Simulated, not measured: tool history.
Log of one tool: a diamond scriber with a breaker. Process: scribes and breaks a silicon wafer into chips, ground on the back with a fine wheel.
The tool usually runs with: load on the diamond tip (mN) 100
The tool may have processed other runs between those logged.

run   hour  load on the diamond tip (mN)  incoming depth of the damage left on the back of the incoming wafer, um  depth of the median crack under the scribed line (µm)  chips rejected at inspection after the break (%)
  1      0                           100                                                                     1.91                                                    9.9                                             15.79
  2     12                           100                                                                     2.39                                                   9.97                                             18.68
  3   19.4                           100                                                                     1.69                                                   9.98                                             16.96
  4   32.4                           107                                                                     1.91                                                  10.55                                               7.9
  5   43.4                           107                                                                     2.13                                                  10.65                                             10.76
  6   60.6                           107                                                                     1.96                                                  10.47                                             10.01
  7   69.2                           115                                                                     2.17                                                  11.17                                               3.9
  8     81                           115                                                                     1.53                                                  11.13                                              4.43
  9     90                           115                                                                     2.21                                                  11.28                                              4.16
 10  105.9                           124                                                                     2.79                                                  11.73                                              1.84
 11  114.7                           124                                                                     2.73                                                  11.68                                              1.81
 12  129.2                           100                                                                     1.69                                                    9.8                                             18.97
 13  140.2                           100                                                                     2.91                                                   9.64                                             19.43
 14  151.6                           100                                                                     2.51                                                   9.57                                             21.52
     155.5  -- load on the tip recalibrated
 15  167.4                           100                                                                     2.14                                                   9.42                                             18.66
 16  174.3                            78                                                                     2.86                                                   7.53                                             67.04
 17  183.4                           125                                                                     2.57                                                  11.87                                              2.38
 18  189.5                           113                                                                     2.55                                                  10.74                                              7.84
 19  201.5                            86                                                                     2.01                                                   8.36                                             46.54
 20  213.1                            86                                                                     2.72                                                    8.3                                             45.22
 21  220.4                            71                                                                     1.72                                                   6.74                                             78.13
 22  232.2                           116                                                                     2.55                                                  10.76                                               7.1
 23  245.9                           108                                                                     2.15                                                  10.08                                             14.45
 24  280.4                           130                                                                     2.04                                                  11.81                                              1.39
     290.1  -- diamond tip replaced by a new one
 25  293.6                           100                                                                     1.86                                                  11.91                                              1.19
 26  308.5                           100                                                                     2.75                                                  11.94                                               1.9
 27  322.5                            88                                                                     1.73                                                  10.46                                              10.9
 28  334.1                           100                                                                     1.59                                                  11.88                                              1.07
 29  349.3                           110                                                                     2.88                                                  12.75                                              2.67
 30  361.8                           100                                                                     2.78                                                  11.79                                              2.13
 31  376.4                           100                                                                     1.84                                                  11.77                                              1.43

List, for all runs, the conditions of the tool that the log does not record:
deviation of the load on the tip from its setpoint, %: 0, the same for each run
H1: share of the diamond tip's cutting effectiveness lost through wear, %
run    H1
  1  25.4
  2  25.7
  3  25.9
  4  26.2
  5  26.4
  6  26.8
  7  27.1
  8  27.3
  9  27.6
 10  27.9
 11  28.1
 12  28.5
 13  28.8
 14    29
 15  29.4
 16  29.6
 17  29.8
 18  29.9
 19  30.2
 20  30.5
 21  30.7
 22    31
 23  31.3
 24  32.1
 25   3.5
 26  3.86
 27   4.2
 28  4.47
 29  4.84
 30  5.14
 31  5.49
